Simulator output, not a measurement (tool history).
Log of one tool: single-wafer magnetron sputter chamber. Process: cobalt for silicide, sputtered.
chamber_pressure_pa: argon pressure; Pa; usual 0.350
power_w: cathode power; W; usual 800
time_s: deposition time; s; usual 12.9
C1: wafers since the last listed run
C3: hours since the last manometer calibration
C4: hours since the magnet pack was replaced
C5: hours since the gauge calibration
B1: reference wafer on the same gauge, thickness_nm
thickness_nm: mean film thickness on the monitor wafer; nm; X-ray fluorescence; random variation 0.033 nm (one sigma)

Run 1, day 0.000: usual settings; C1 0; wafers on the sputter target 2616; C3 1415.6; C4 4475.4; C5 568.0; B1 4.916. Result: thickness_nm 5.300 nm.
At day 0.688: magnet pack replaced.
Run 2, day 0.708: usual settings; C1 229; wafers on the sputter target 2846; C3 1432.6; C4 0.5; C5 585.0; B1 4.907. Result: thickness_nm 5.246 nm.
Run 3, day 1.308: usual settings; C1 367; wafers on the sputter target 3213; C3 1447.0; C4 14.9; C5 599.4; B1 4.924. Result: thickness_nm 5.248 nm.
Run 4, day 1.617: usual settings; C1 188; wafers on the sputter target 3401; C3 1454.4; C4 22.3; C5 606.8; B1 4.919. Result: thickness_nm 5.323 nm.
Run 5, day 2.058: usual settings; C1 270; wafers on the sputter target 3672; C3 1465.0; C4 32.9; C5 617.4; B1 4.924. Result: thickness_nm 5.263 nm.
Run 6, day 2.333: usual settings; C1 168; wafers on the sputter target 3840; C3 1471.6; C4 39.5; C5 624.0; B1 4.924. Result: thickness_nm 5.245 nm.
Run 7, day 2.612: usual settings; C1 170; wafers on the sputter target 4011; C3 1478.3; C4 46.2; C5 630.7; B1 4.920. Result: thickness_nm 5.283 nm.
At day 2.633: gauge calibrated.
At day 3.100: sputter target and shields replaced.
Run 8, day 3.171: usual settings but power_w 750 W; C1 137; wafers on the sputter target 43; C3 1491.7; C4 59.6; C5 12.9; B1 4.914. Result: thickness_nm 5.265 nm.
Run 9, day 3.433: usual settings but power_w 750 W; C1 160; wafers on the sputter target 204; C3 1498.0; C4 65.9; C5 19.2; B1 4.917. Result: thickness_nm 5.174 nm.
Run 10, day 3.788: usual settings; C1 216; wafers on the sputter target 421; C3 1506.5; C4 74.4; C5 27.7; B1 4.932. Result: thickness_nm 5.494 nm.
Run 11, day 4.300: usual settings; C1 313; wafers on the sputter target 734; C3 1518.8; C4 86.7; C5 40.0; B1 4.906. Result: thickness_nm 5.453 nm.
Run 12, day 5.021: usual settings; C1 441; wafers on the sputter target 1175; C3 1536.1; C4 104.0; C5 57.3; B1 4.918. Result: thickness_nm 5.392 nm.
Run 13, day 5.592: usual settings but chamber_pressure_pa 0.301 Pa, power_w 1000 W, time_s 12.1 s; C1 349; wafers on the sputter target 1525; C3 1549.8; C4 117.7; C5 71.0; B1 4.919. Result: thickness_nm 6.377 nm.
Run 14, day 6.100: usual settings; C1 311; wafers on the sputter target 1836; C3 1562.0; C4 129.9; C5 83.2; B1 4.928. Result: thickness_nm 5.350 nm.
Run 15, day 6.779: usual settings; C1 415; wafers on the sputter target 2251; C3 1578.3; C4 146.2; C5 99.5; B1 4.920. Result: thickness_nm 5.288 nm.
Run 16, day 7.425: usual settings but time_s 13.6 s; C1 395; wafers on the sputter target 2646; C3 1593.8; C4 161.7; C5 115.0; B1 4.926. Result: thickness_nm 5.580 nm.
Run 17, day 7.725: usual settings but chamber_pressure_pa 0.462 Pa, power_w 750 W, time_s 13.8 s; C1 183; wafers on the sputter target 2830; C3 1601.0; C4 168.9; C5 122.2; B1 4.917. Result: thickness_nm 5.180 nm.
At day 8.600: capacitance manometer re-zeroed and calibrated.
Run 18, day 8.621: usual settings; C1 344; wafers on the sputter target 3174; C3 0.5; C4 190.4; C5 143.7; B1 4.920. Result: thickness_nm 5.249 nm.
Run 19, day 8.988: usual settings; C1 224; wafers on the sputter target 3399; C3 9.3; C4 199.2; C5 152.5; B1 4.929. Result: thickness_nm 5.285 nm.
Run 20, day 9.396: usual settings; C1 249; wafers on the sputter target 3648; C3 19.1; C4 209.0; C5 162.3; B1 4.922. Result: thickness_nm 5.216 nm.
At day 10.142: sputter target and shields replaced.
Run 21, day 10.162: usual settings but time_s 15.2 s; C1 265; wafers on the sputter target 13; C3 37.5; C4 227.4; C5 180.7; B1 4.920. Result: thickness_nm 6.581 nm.
Run 22, day 10.179: usual settings but chamber_pressure_pa 0.236 Pa, power_w 1000 W, time_s 12.2 s; C1 10; wafers on the sputter target 23; C3 37.9; C4 227.8; C5 181.1; B1 4.919. Result: thickness_nm 6.728 nm.
Run 23, day 10.675: usual settings but chamber_pressure_pa 0.265 Pa, power_w 950 W, time_s 13.8 s; C1 303; wafers on the sputter target 326; C3 49.8; C4 239.7; C5 193.0; B1 4.918. Result: thickness_nm 7.176 nm.
Run 24, day 11.029: usual settings but chamber_pressure_pa 0.269 Pa, power_w 700 W; C1 216; wafers on the sputter target 543; C3 58.3; C4 248.2; C5 201.5; B1 4.923. Result: thickness_nm 4.887 nm.
Run 25, day 11.754: usual settings but chamber_pressure_pa 0.231 Pa, power_w 650 W, time_s 12.1 s; C1 443; wafers on the sputter target 987; C3 75.7; C4 265.6; C5 218.9; B1 4.925. Result: thickness_nm 4.224 nm.
Run 26, day 12.062: usual settings; C1 188; wafers on the sputter target 1175; C3 83.1; C4 273.0; C5 226.3; B1 4.915. Result: thickness_nm 5.435 nm.
Run 27, day 12.392: usual settings but chamber_pressure_pa 0.430 Pa, power_w 600 W; C1 201; wafers on the sputter target 1377; C3 91.0; C4 280.9; C5 234.2; B1 4.914. Result: thickness_nm 3.944 nm.
Run 28, day 13.046: usual settings but power_w 950 W; C1 400; wafers on the sputter target 1777; C3 106.7; C4 296.6; C5 249.9; B1 4.919. Result: thickness_nm 6.381 nm.
Run 29, day 13.371: usual settings but chamber_pressure_pa 0.243 Pa, power_w 1000 W, time_s 14.7 s; C1 198; wafers on the sputter target 1976; C3 114.5; C4 304.4; C5 257.7; B1 4.934. Result: thickness_nm 7.864 nm.
Run 30, day 13.779: usual settings; C1 249; wafers on the sputter target 2226; C3 124.3; C4 314.2; C5 267.5; B1 4.918. Result: thickness_nm 5.364 nm.
Run 31, day 14.142: usual settings; C1 221; wafers on the sputter target 2448; C3 133.0; C4 322.9; C5 276.2; B1 4.929. Result: thickness_nm 5.311 nm.
Run 32, day 14.779: usual settings but time_s 11.4 s; C1 390; wafers on the sputter target 2838; C3 148.3; C4 338.2; C5 291.5; B1 4.916. Result: thickness_nm 4.697 nm.
Run 33, day 15.304: usual settings but chamber_pressure_pa 0.418 Pa; C1 321; wafers on the sputter target 3159; C3 160.9; C4 350.8; C5 304.1; B1 4.919. Result: thickness_nm 5.265 nm.
At day 16.071: sputter target and shields replaced.
Run 34, day 16.092: usual settings but chamber_pressure_pa 0.448 Pa, power_w 950 W; C1 277; wafers on the sputter target 12; C3 179.8; C4 369.7; C5 323.0; B1 4.916. Result: thickness_nm 6.465 nm.
Run 35, day 16.383: usual settings but time_s 10.5 s; C1 178; wafers on the sputter target 191; C3 186.8; C4 376.7; C5 330.0; B1 4.914. Result: thickness_nm 4.552 nm.
Run 36, day 16.792: usual settings but chamber_pressure_pa 0.431 Pa, power_w 900 W; C1 249; wafers on the sputter target 441; C3 196.6; C4 386.5; C5 339.8; B1 4.914. Result: thickness_nm 6.076 nm.

Forecast each of these 3 alternatives for the next run:
Run A, day 16.808: usual settings; C1 10; wafers on the sputter target 451; C3 197.0; C4 386.9; C5 340.2; B1 ?. Result: thickness_nm ?.
Run B, day 16.808: usual settings but chamber_pressure_pa 0.412 Pa, power_w 1000 W, time_s 10.9 s; C1 10; wafers on the sputter target 451; C3 197.0; C4 386.9; C5 340.2; B1 ?. Result: thickness_nm ?.
Run C, day 16.808: usual settings but chamber_pressure_pa 0.479 Pa, time_s 11.6 s; C1 10; wafers on the sputter target 451; C3 197.0; C4 386.9; C5 340.2; B1 ?. Result: thickness_nm ?.

run     B1  thickness_nm
  A  4.916         5.503
  B  4.916         5.728
  C  4.916         4.800
Without the tool's hidden state the same runs would have given:
run  thickness_nm
  A         5.599
  B         5.828
  C         4.884

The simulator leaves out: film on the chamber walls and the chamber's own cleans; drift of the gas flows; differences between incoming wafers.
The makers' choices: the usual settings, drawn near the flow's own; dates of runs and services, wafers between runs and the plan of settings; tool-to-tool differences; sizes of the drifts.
